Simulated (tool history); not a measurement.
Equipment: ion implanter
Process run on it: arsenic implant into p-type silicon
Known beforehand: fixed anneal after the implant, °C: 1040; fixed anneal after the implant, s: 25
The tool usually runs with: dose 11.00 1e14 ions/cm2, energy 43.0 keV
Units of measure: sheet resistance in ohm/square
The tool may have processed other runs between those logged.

| run | day | dose | energy | read-back reference wafer on the same gauge, sheet resistance | sheet resistance |
|---|---|---|---|---|---|
| 1 | 0.000 | 11.00 | 43.0 | 115.42 | 96.65 |
| 2 | 1.217 | 11.00 | 43.0 | 115.69 | 98.30 |
| 3 | 2.017 | 9.02 | 43.0 | 115.81 | 112.64 |
| 4 | 2.771 | 9.02 | 43.0 | 115.78 | 112.47 |
| 5 | 3.662 | 9.02 | 43.0 | 116.09 | 112.02 |
| 6 | 4.912 | 13.55 | 53.5 | 116.07 | 81.89 |
| 7 | 5.954 | 11.00 | 43.0 | 116.13 | 97.40 |
| 8 | 6.554 | 11.00 | 43.0 | 116.06 | 98.15 |
| 9 | 8.054 | 11.00 | 43.0 | 116.07 | 97.78 |
| 10 | 9.296 | 11.00 | 43.0 | 116.09 | 98.32 |
| 11 | 10.183 | 11.00 | 43.0 | 116.19 | 98.41 |
| 12 | 13.079 | 11.00 | 43.0 | 116.37 | 98.19 |
| 13 | 13.996 | 11.00 | 43.0 | 116.24 | 98.48 |
| 14 | 14.750 | 11.00 | 43.0 | 116.24 | 97.72 |
| 15 | 16.188 | 12.67 | 43.0 | 116.42 | 89.42 |
|  | 17.300 | extraction supply calibrated |
| 16 | 17.529 | 8.12 | 43.0 | 116.35 | 121.47 |
|  | 17.725 | gauge calibrated |
|  | 18.158 | Faraday cup replaced and dose calibrated |
| 17 | 18.671 | 11.00 | 36.5 | 114.04 | 98.15 |
| 18 | 19.612 | 11.00 | 43.0 | 114.23 | 96.87 |
| 19 | 20.579 | 9.35 | 52.5 | 114.85 | 105.94 |
| 20 | 21.904 | 9.31 | 52.0 | 114.68 | 105.65 |
| 21 | 23.000 | 8.83 | 35.0 | 115.10 | 116.99 |
| 22 | 23.979 | 9.00 | 43.0 | 115.15 | 112.02 |
| 23 | 24.679 | 11.00 | 43.0 | 115.30 | 97.69 |
| 24 | 25.883 | 11.00 | 43.0 | 115.51 | 96.56 |
| 25 | 26.596 | 8.14 | 29.0 | 115.38 | 126.62 |
| 26 | 27.183 | 14.14 | 47.5 | 115.38 | 81.29 |
| 27 | 27.875 | 11.00 | 43.0 | 115.54 | 97.77 |
| 28 | 29.046 | 12.66 | 38.0 | 116.00 | 90.88 |
| 29 | 30.346 | 11.00 | 43.0 | 115.69 | 98.28 |
| 30 | 31.242 | 11.00 | 43.0 | 115.80 | 98.45 |
| 31 | 32.538 | 11.00 | 43.0 | 116.27 | 98.15 |

Branching from run 31: 4 alternative next runs. What would each branch give?
| A | 32.554 | 11.00 | 43.0 | ? | ? |
| B | 32.554 | 9.29 | 49.5 | ? | ? |
| C | 32.554 | 8.63 | 34.5 | ? | ? |
| D | 32.554 | 8.97 | 51.0 | ? | ? |

| run | read-back reference wafer on the same gauge, sheet resistance | sheet resistance |
|---|---|---|
| A | 115.91 | 97.92 |
| B | 115.91 | 107.93 |
| C | 115.91 | 120.02 |
| D | 115.91 | 110.23 |
Without the tool's unlogged condition, the same runs would have read:
| run | sheet resistance |
|---|---|
| A | 96.10 |
| B | 105.92 |
| C | 117.78 |
| D | 108.18 |
